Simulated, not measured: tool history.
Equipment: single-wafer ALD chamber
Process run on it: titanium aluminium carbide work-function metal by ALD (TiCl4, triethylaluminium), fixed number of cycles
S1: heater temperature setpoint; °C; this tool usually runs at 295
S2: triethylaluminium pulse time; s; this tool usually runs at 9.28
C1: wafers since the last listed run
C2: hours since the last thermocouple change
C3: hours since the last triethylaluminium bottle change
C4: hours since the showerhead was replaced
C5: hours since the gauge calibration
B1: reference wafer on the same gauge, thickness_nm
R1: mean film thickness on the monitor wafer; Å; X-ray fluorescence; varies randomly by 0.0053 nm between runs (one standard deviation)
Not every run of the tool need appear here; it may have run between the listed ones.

| run | day | S1 | S2 | C1 | C2 | C3 | C4 | C5 | B1 | R1 |
|---|---|---|---|---|---|---|---|---|---|---|
| 1 | 0.000 | 295 | 9.28 | 0 | 1283.2 | 806.0 | 4904.6 | 111.2 | 1.550 | 17.09 |
| 2 | 0.279 | 295 | 9.28 | 51 | 1289.9 | 812.7 | 4911.3 | 117.9 | 1.550 | 17.14 |
| 3 | 0.867 | 295 | 9.28 | 107 | 1304.0 | 826.8 | 4925.4 | 132.0 | 1.549 | 17.09 |
| 4 | 1.542 | 295 | 9.28 | 123 | 1320.2 | 843.0 | 4941.6 | 148.2 | 1.552 | 17.01 |
| 5 | 2.225 | 295 | 9.28 | 124 | 1336.6 | 859.4 | 4958.0 | 164.6 | 1.549 | 17.00 |
| 6 | 2.571 | 295 | 9.28 | 63 | 1344.9 | 867.7 | 4966.3 | 172.9 | 1.550 | 16.91 |
| 7 | 2.938 | 295 | 9.28 | 67 | 1353.7 | 876.5 | 4975.1 | 181.7 | 1.550 | 16.89 |
|  | 3.408 | gauge calibrated |
|  | 3.608 | triethylaluminium bottle replaced |
| 8 | 3.629 | 303 | 9.28 | 65 | 1370.3 | 0.5 | 4991.7 | 5.3 | 1.550 | 18.58 |
| 9 | 4.100 | 303 | 9.28 | 86 | 1381.6 | 11.8 | 5003.0 | 16.6 | 1.551 | 18.63 |
|  | 4.496 | thermocouple changed; heater temperature recalibrated |
| 10 | 4.517 | 302 | 9.28 | 15 | 0.5 | 21.8 | 5013.0 | 26.6 | 1.549 | 18.46 |
|  | 4.950 | showerhead replaced |
| 11 | 4.971 | 282 | 12.17 | 22 | 11.4 | 32.7 | 0.5 | 37.5 | 1.551 | 17.12 |
| 12 | 5.179 | 295 | 9.28 | 38 | 16.4 | 37.7 | 5.5 | 42.5 | 1.552 | 17.89 |
| 13 | 5.912 | 295 | 9.28 | 134 | 34.0 | 55.3 | 23.1 | 60.1 | 1.548 | 17.93 |
| 14 | 6.279 | 285 | 5.68 | 67 | 42.8 | 64.1 | 31.9 | 68.9 | 1.552 | 15.62 |
| 15 | 6.883 | 302 | 11.70 | 110 | 57.3 | 78.6 | 46.4 | 83.4 | 1.549 | 18.85 |
| 16 | 7.542 | 295 | 9.28 | 120 | 73.1 | 94.4 | 62.2 | 99.2 | 1.550 | 17.92 |
| 17 | 7.925 | 284 | 10.72 | 70 | 82.3 | 103.6 | 71.4 | 108.4 | 1.551 | 17.16 |
| 18 | 8.233 | 301 | 6.58 | 56 | 89.7 | 111.0 | 78.8 | 115.8 | 1.550 | 17.45 |

Branching from run 18: 4 alternative next runs. What would each branch give?
| A | 8.250 | 295 | 12.98 | 3 | 90.1 | 111.4 | 79.2 | 116.2 | ? | ? |
| B | 8.250 | 282 | 6.66 | 3 | 90.1 | 111.4 | 79.2 | 116.2 | ? | ? |
| C | 8.250 | 301 | 5.59 | 3 | 90.1 | 111.4 | 79.2 | 116.2 | ? | ? |
| D | 8.250 | 295 | 10.26 | 3 | 90.1 | 111.4 | 79.2 | 116.2 | ? | ? |

| run | B1 | R1 |
|---|---|---|
| A | 1.550 | 18.54 |
| B | 1.550 | 15.94 |
| C | 1.550 | 16.93 |
| D | 1.550 | 18.18 |
Without the tool's hidden state the same runs would have given:
| run | R1 |
|---|---|
| A | 18.61 |
| B | 16.14 |
| C | 17.19 |
| D | 18.29 |

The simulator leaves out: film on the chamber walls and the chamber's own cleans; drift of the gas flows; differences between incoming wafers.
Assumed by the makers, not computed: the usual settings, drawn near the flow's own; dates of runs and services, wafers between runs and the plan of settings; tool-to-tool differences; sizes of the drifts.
